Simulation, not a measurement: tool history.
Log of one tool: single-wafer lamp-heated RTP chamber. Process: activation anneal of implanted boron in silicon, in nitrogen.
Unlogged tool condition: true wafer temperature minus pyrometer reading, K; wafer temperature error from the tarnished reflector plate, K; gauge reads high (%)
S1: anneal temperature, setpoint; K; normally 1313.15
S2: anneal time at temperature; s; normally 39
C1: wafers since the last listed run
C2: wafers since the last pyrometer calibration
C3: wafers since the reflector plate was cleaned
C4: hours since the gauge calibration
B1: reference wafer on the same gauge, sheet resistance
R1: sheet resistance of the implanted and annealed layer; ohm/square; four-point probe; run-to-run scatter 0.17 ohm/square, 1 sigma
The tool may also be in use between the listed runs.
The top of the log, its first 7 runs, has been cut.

run,day,S1,S2,C1,C2,C3,C4,B1,R1
8,13.508,1313.15,39,739,2168,4549,315.8,79.81,79.19
9,15.062,1323.15,39,550,2719,5099,353.1,79.77,77.84
10,17.250,1323.15,39,774,3493,5874,405.6,79.81,77.60
# day 18.508: pyrometer window cleaned and pyrometer calibrated
11,18.529,1325.15,39,335,7,6209,436.3,79.83,77.93
12,21.171,1313.15,39,935,942,7145,499.7,79.78,79.05
13,22.779,1313.15,39,569,1512,7715,538.3,79.78,78.54
14,25.408,1313.15,39,931,2443,8646,601.4,79.78,78.58
# day 28.138: pyrometer window cleaned and pyrometer calibrated
15,28.296,1300.15,39,904,56,9551,670.7,79.76,80.31
16,29.817,1303.15,56,538,594,10089,707.2,79.80,78.76
17,31.233,1313.15,28,501,1096,10591,741.2,79.79,79.03
18,33.346,1328.15,22,748,1845,11339,791.9,79.84,78.44
19,36.250,1322.15,31,1028,2873,12368,861.6,79.81,77.72
# day 37.571: reflector plate cleaned
20,37.592,1313.15,39,357,3230,7,893.8,79.78,79.02
# day 39.000: gauge calibrated
21,39.346,1313.15,39,621,3852,628,8.3,79.81,78.45
# day 39.850: pyrometer window cleaned and pyrometer calibrated
22,40.604,1285.15,28,327,266,956,38.5,79.84,84.03
23,42.267,1291.15,19,588,855,1544,78.4,79.80,84.12
24,43.442,1287.15,62,416,1272,1961,106.6,79.83,81.31
25,44.671,1323.15,57,435,1707,2396,136.1,79.81,77.20
26,46.800,1284.15,46,754,2461,3150,187.2,79.81,82.32
27,49.192,1302.15,39,847,3308,3997,244.6,79.80,79.93
# day 50.146: pyrometer window cleaned and pyrometer calibrated
28,50.362,1313.15,39,296,76,4294,272.7,79.81,78.77

For run 29, what comes out?
29,52.938,1335.15,16,912,988,5206,334.5,?,?

B1: 79.84
R1: 79.16 ohm/square
Had the tool carried no hidden state, the very same run would have given R1 79.48 ohm/square.
